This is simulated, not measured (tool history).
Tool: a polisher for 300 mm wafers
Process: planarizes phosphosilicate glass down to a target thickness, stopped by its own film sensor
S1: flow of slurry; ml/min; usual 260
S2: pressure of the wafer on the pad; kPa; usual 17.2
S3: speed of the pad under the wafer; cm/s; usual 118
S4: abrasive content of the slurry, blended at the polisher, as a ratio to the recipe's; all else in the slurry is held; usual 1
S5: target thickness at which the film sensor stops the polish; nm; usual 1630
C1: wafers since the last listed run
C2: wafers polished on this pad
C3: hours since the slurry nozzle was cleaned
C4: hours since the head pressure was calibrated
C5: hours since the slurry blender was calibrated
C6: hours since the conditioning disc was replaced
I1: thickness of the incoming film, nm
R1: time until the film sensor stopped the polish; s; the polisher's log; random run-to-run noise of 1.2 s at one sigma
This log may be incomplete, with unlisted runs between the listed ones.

| run | hour | S1 | S2 | S3 | S4 | S5 | C1 | C2 | C3 | C4 | C5 | C6 | I1 | R1 |
|---|---|---|---|---|---|---|---|---|---|---|---|---|---|---|
| 1 | 0 | 260 | 17.2 | 118 | 0.85 | 1547 | 0 | 1507 | 879.9 | 237.4 | 382.8 | 377.9 | 2256.1 | 118.4 |
| 2 | 7.1 | 260 | 17.2 | 118 | 1 | 1630 | 64 | 1571 | 887 | 244.5 | 389.9 | 385 | 2273.4 | 104.8 |
|  | 12.9 | worn pad replaced by a new one |
| 3 | 22.7 | 260 | 17.2 | 118 | 1 | 1630 | 104 | 88 | 902.6 | 260.1 | 405.5 | 400.6 | 2262.2 | 102 |
|  | 36.1 | slurry nozzle cleaned |
| 4 | 38.3 | 260 | 17.2 | 118 | 1 | 1630 | 132 | 220 | 2.2 | 275.7 | 421.1 | 416.2 | 2193.3 | 91.5 |
| 5 | 51.9 | 260 | 17.2 | 118 | 1 | 1630 | 123 | 343 | 15.8 | 289.3 | 434.7 | 429.8 | 2215.1 | 97 |
| 6 | 63.4 | 260 | 17.2 | 118 | 1 | 1630 | 104 | 447 | 27.3 | 300.8 | 446.2 | 441.3 | 2206 | 96 |
|  | 72 | head pressure recalibrated |
|  | 80.8 | slurry blender recalibrated |
| 7 | 81.3 | 260 | 17.2 | 118 | 1 | 1710 | 125 | 573 | 45.2 | 9.3 | 0.5 | 459.2 | 2188 | 73.3 |
| 8 | 88.8 | 260 | 21.4 | 130 | 1 | 1630 | 67 | 640 | 52.7 | 16.8 | 8 | 466.7 | 2227.2 | 68 |
|  | 99 | conditioning disc replaced and pad reconditioned |
| 9 | 99.9 | 260 | 19.3 | 118 | 1 | 1689 | 82 | 723 | 63.8 | 27.9 | 19.1 | 0.9 | 2220.7 | 73.6 |
| 10 | 115 | 260 | 17.2 | 118 | 1.1 | 1543 | 136 | 859 | 78.9 | 43 | 34.2 | 16 | 2208.5 | 100 |
| 11 | 155 | 260 | 18.6 | 88 | 1 | 1530 | 361 | 1221 | 118.9 | 83 | 74.2 | 56 | 2223.2 | 124.1 |
|  | 164.1 | worn pad replaced by a new one |
| 12 | 167.4 | 260 | 17.2 | 118 | 1 | 1694 | 75 | 29 | 131.3 | 95.4 | 86.6 | 68.4 | 2228.6 | 84.4 |
| 13 | 182.4 | 260 | 13.1 | 118 | 0.9 | 1630 | 135 | 165 | 146.3 | 110.4 | 101.6 | 83.4 | 2232.2 | 129.9 |
| 14 | 194 | 260 | 11.7 | 146 | 1 | 1452 | 104 | 270 | 157.9 | 122 | 113.2 | 95 | 2210.6 | 153.4 |
| 15 | 207.9 | 260 | 17.2 | 118 | 0.85 | 1630 | 125 | 396 | 171.8 | 135.9 | 127.1 | 108.9 | 2221.7 | 97.9 |
| 16 | 216.7 | 260 | 17.2 | 118 | 1 | 1630 | 79 | 475 | 180.6 | 144.7 | 135.9 | 117.7 | 2214.6 | 92.4 |
| 17 | 227.3 | 260 | 17.2 | 118 | 1.3 | 1694 | 95 | 571 | 191.2 | 155.3 | 146.5 | 128.3 | 2197.5 | 75.8 |
| 18 | 235.4 | 260 | 17.2 | 84 | 1.15 | 1439 | 73 | 644 | 199.3 | 163.4 | 154.6 | 136.4 | 2229.6 | 155.7 |
| 19 | 245.3 | 260 | 15.2 | 118 | 1.15 | 1787 | 89 | 734 | 209.2 | 173.3 | 164.5 | 146.3 | 2220.9 | 76.1 |
| 20 | 258.2 | 260 | 17.2 | 118 | 1 | 1630 | 116 | 850 | 222.1 | 186.2 | 177.4 | 159.2 | 2227.3 | 94.2 |
| 21 | 265.4 | 260 | 17.2 | 118 | 1 | 1630 | 65 | 916 | 229.3 | 193.4 | 184.6 | 166.4 | 2216.5 | 94.7 |

The next listed run, before its measurement:
| 22 | 276.1 | 260 | 22.1 | 118 | 1 | 1790 | 96 | 1012 | 240 | 204.1 | 195.3 | 177.1 | 2209.7 | ? |

{"run 22": {"R1": 54.1}}
Were there no unlogged condition in the tool, this run, its random variation unchanged, would have produced R1 51.9 s.
